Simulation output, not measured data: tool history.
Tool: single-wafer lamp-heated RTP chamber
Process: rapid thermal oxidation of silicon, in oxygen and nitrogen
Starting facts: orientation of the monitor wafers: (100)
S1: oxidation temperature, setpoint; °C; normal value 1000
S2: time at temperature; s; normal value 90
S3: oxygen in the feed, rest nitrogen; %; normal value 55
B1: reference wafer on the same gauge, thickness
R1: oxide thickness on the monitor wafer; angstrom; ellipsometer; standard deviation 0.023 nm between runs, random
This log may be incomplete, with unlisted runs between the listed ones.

run	day	S1	S2	S3	B1	R1
1	0.000	1000	90	55	5.434	60.61
2	1.754	1000	90	55	5.443	61.08
3	5.542	1000	90	55	5.436	61.29
4	8.879	1000	90	55	5.441	60.96
# day 13.279: pyrometer window cleaned and pyrometer calibrated
5	13.300	1000	90	55	5.431	58.53
6	16.608	1000	90	55	5.438	58.66
7	20.712	1000	104	55	5.436	63.55
# day 21.938: gauge calibrated
8	25.192	1000	104	61	5.441	66.31
9	27.008	1000	90	55	5.437	59.85
10	28.612	1000	90	55	5.440	60.28
# day 30.096: oxygen flow controller replaced
11	32.312	1000	90	55	5.425	60.46
12	36.096	1022	103	29	5.438	60.39

Expected results for the next run?
13	40.062	1000	90	55	?	?

B1: 5.436
R1: 61.16 angstrom
Without the tool's hidden state the same run would have given R1 58.56 angstrom.

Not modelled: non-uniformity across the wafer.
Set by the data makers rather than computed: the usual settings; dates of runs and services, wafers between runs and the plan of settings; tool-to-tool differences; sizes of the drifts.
